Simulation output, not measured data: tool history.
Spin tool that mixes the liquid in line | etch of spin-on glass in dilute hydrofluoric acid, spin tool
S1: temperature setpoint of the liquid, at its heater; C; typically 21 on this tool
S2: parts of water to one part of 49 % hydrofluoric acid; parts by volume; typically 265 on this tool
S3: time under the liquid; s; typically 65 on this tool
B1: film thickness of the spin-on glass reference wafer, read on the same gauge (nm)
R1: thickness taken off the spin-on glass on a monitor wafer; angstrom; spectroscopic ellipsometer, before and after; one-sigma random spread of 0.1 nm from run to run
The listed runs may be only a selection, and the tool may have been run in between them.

{"run": 1, "hour": 0.0, "S1": 21, "S2": 350, "S3": 65, "B1": 79.99, "R1": 81}
{"run": 2, "hour": 28.4, "S1": 21, "S2": 295, "S3": 65, "B1": 80.04, "R1": 100.8}
{"run": 3, "hour": 71.9, "S1": 21, "S2": 175, "S3": 65, "B1": 80, "R1": 191.8}
{"run": 4, "hour": 106.0, "S1": 21, "S2": 175, "S3": 65, "B1": 79.98, "R1": 196.3}
{"run": 5, "hour": 125.6, "S1": 21, "S2": 175, "S3": 65, "B1": 80.02, "R1": 196.5}
{"run": 6, "hour": 141.1, "S1": 21, "S2": 265, "S3": 65, "B1": 80.01, "R1": 116.4}
{"run": 7, "hour": 174.0, "S1": 21, "S2": 265, "S3": 65, "B1": 80, "R1": 116.4}
{"run": 8, "hour": 191.0, "S1": 21, "S2": 265, "S3": 65, "B1": 80.04, "R1": 115.5}
{"run": 9, "hour": 208.5, "S1": 21, "S2": 265, "S3": 80, "B1": 80.01, "R1": 143.1}
{"run": 10, "hour": 240.5, "S1": 21, "S2": 265, "S3": 80, "B1": 80.03, "R1": 141.6}
{"run": 11, "hour": 261.9, "S1": 21, "S2": 265, "S3": 65, "B1": 80.01, "R1": 116}
{"hour": 286.6, "done": "gauge calibrated"}
{"hour": 294.8, "done": "thermometer replaced"}
{"run": 12, "hour": 295.4, "S1": 21, "S2": 265, "S3": 65, "B1": 79.97, "R1": 106.2}
{"run": 13, "hour": 313.2, "S1": 21, "S2": 265, "S3": 65, "B1": 79.98, "R1": 105.4}
{"run": 14, "hour": 327.1, "S1": 21, "S2": 265, "S3": 35, "B1": 79.95, "R1": 55.9}
{"run": 15, "hour": 342.8, "S1": 23.5, "S2": 265, "S3": 85, "B1": 79.97, "R1": 148.3}
{"run": 16, "hour": 365.7, "S1": 21, "S2": 360, "S3": 50, "B1": 80, "R1": 54.1}
{"run": 17, "hour": 388.9, "S1": 17, "S2": 265, "S3": 30, "B1": 80.03, "R1": 41.4}
{"hour": 417.0, "done": "hydrofluoric acid flow meter replaced"}
{"run": 18, "hour": 478.5, "S1": 24, "S2": 265, "S3": 45, "B1": 79.99, "R1": 93.8}
{"run": 19, "hour": 505.4, "S1": 21, "S2": 265, "S3": 65, "B1": 80, "R1": 119.5}

Run 20 is up next; what results do you expect?
{"run": 20, "hour": 522.0, "S1": 21, "S2": 265, "S3": 95, "B1": "?", "R1": "?"}

B1: 80
R1: 177 angstrom
Minus the tool's unlogged condition, the same run would have read R1 175.1 angstrom.

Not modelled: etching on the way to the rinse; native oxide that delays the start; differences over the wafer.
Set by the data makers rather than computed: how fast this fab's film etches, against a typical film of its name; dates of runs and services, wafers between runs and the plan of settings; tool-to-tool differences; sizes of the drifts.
